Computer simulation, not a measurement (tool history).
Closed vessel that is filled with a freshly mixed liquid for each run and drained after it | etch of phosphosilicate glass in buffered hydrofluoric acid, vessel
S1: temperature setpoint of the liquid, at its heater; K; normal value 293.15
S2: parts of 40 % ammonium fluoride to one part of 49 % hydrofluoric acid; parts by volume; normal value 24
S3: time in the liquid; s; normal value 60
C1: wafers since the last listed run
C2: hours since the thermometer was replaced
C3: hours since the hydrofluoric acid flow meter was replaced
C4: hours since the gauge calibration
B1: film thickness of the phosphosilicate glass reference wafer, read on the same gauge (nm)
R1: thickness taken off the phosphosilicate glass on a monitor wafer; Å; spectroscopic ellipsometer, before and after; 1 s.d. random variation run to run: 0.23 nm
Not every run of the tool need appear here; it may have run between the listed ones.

Run 1, hour 0: usual settings; C1 0; C2 2376.6; C3 1692.2; C4 123.7; B1 30.01. Result: R1 929 Å.
Run 2, hour 17.7: usual settings; C1 1778; C2 2394.3; C3 1709.9; C4 141.4; B1 30.04. Result: R1 931.3 Å.
Run 3, hour 29.6: usual settings but S1 291.15 K; C1 1196; C2 2406.2; C3 1721.8; C4 153.3; B1 30.01. Result: R1 832.7 Å.
Run 4, hour 43.4: usual settings but S1 291.15 K; C1 1386; C2 2420; C3 1735.6; C4 167.1; B1 30. Result: R1 828.1 Å.
Run 5, hour 55.7: usual settings but S1 291.15 K; C1 1236; C2 2432.3; C3 1747.9; C4 179.4; B1 29.99. Result: R1 833.8 Å.
Run 6, hour 63.6: usual settings; C1 793; C2 2440.2; C3 1755.8; C4 187.3; B1 29.97. Result: R1 933.5 Å.
Run 7, hour 76.1: usual settings; C1 1256; C2 2452.7; C3 1768.3; C4 199.8; B1 30.01. Result: R1 926.9 Å.
Run 8, hour 85.8: usual settings; C1 974; C2 2462.4; C3 1778; C4 209.5; B1 29.98. Result: R1 928.3 Å.
Run 9, hour 98.7: usual settings but S2 20 parts by volume, S3 50 s; C1 1296; C2 2475.3; C3 1790.9; C4 222.4; B1 30. Result: R1 876.6 Å.
Run 10, hour 115.6: usual settings but S1 295.65 K, S2 27 parts by volume; C1 1698; C2 2492.2; C3 1807.8; C4 239.3; B1 30.01. Result: R1 974.3 Å.
At hour 119.7: thermometer replaced.
Run 11, hour 128.9: usual settings but S1 295.65 K, S2 27 parts by volume; C1 1236; C2 9.2; C3 1821.1; C4 252.6; B1 30.02. Result: R1 839.2 Å.
At hour 130: hydrofluoric acid flow meter replaced.
Run 12, hour 161.6: usual settings but S1 297.65 K, S2 26.5 parts by volume, S3 30 s; C1 3185; C2 41.9; C3 31.6; C4 285.3; B1 29.98. Result: R1 522.2 Å.
Run 13, hour 172: usual settings; C1 1045; C2 52.3; C3 42; C4 295.7; B1 29.99. Result: R1 874.2 Å.
At hour 172.6: gauge calibrated.
Run 14, hour 180: usual settings but S2 30 parts by volume, S3 90 s; C1 804; C2 60.3; C3 50; C4 7.4; B1 29.99. Result: R1 1114.2 Å.
Run 15, hour 187.3: usual settings; C1 733; C2 67.6; C3 57.3; C4 14.7; B1 30. Result: R1 875.4 Å.
Run 16, hour 196.1: usual settings but S3 35 s; C1 884; C2 76.4; C3 66.1; C4 23.5; B1 30.03. Result: R1 510 Å.
Run 17, hour 213.1: usual settings but S1 290.15 K; C1 1708; C2 93.4; C3 83.1; C4 40.5; B1 29.99. Result: R1 736.1 Å.
Run 18, hour 220.2: usual settings; C1 713; C2 100.5; C3 90.2; C4 47.6; B1 29.98. Result: R1 873.3 Å.
Run 19, hour 236.8: usual settings but S3 80 s; C1 1668; C2 117.1; C3 106.8; C4 64.2; B1 29.99. Result: R1 1158.6 Å.
Run 20, hour 245.1: usual settings but S2 20.5 parts by volume; C1 834; C2 125.4; C3 115.1; C4 72.5; B1 30.01. Result: R1 968.3 Å.
Run 21, hour 253.5: usual settings but S1 297.65 K, S3 35 s; C1 844; C2 133.8; C3 123.5; C4 80.9; B1 30. Result: R1 651.8 Å.
Run 22, hour 262.2: usual settings but S2 27.5 parts by volume, S3 35 s; C1 874; C2 142.5; C3 132.2; C4 89.6; B1 30.02. Result: R1 462 Å.
Run 23, hour 273.6: usual settings; C1 1145; C2 153.9; C3 143.6; C4 101; B1 29.99. Result: R1 868 Å.

Below are 4 alternative next runs, each starting from the tool's condition after run 23. Predict each:
Run A, hour 274.3: usual settings; C1 70; C2 154.6; C3 144.3; C4 101.7; B1 ?. Result: R1 ?.
Run B, hour 274.3: usual settings but S1 297.65 K, S2 30 parts by volume; C1 70; C2 154.6; C3 144.3; C4 101.7; B1 ?. Result: R1 ?.
Run C, hour 274.3: usual settings but S1 291.15 K, S3 40 s; C1 70; C2 154.6; C3 144.3; C4 101.7; B1 ?. Result: R1 ?.
Run D, hour 274.3: usual settings but S2 30 parts by volume, S3 85 s; C1 70; C2 154.6; C3 144.3; C4 101.7; B1 ?. Result: R1 ?.

run     B1      R1
  A  29.99   870.1
  B  29.99   950.7
  C  29.99   518.1
  D  29.99  1048.7
With no hidden state in the tool, these same runs would have given:
run      R1
  A   873.7
  B   961.8
  C   520.1
  D  1060.8
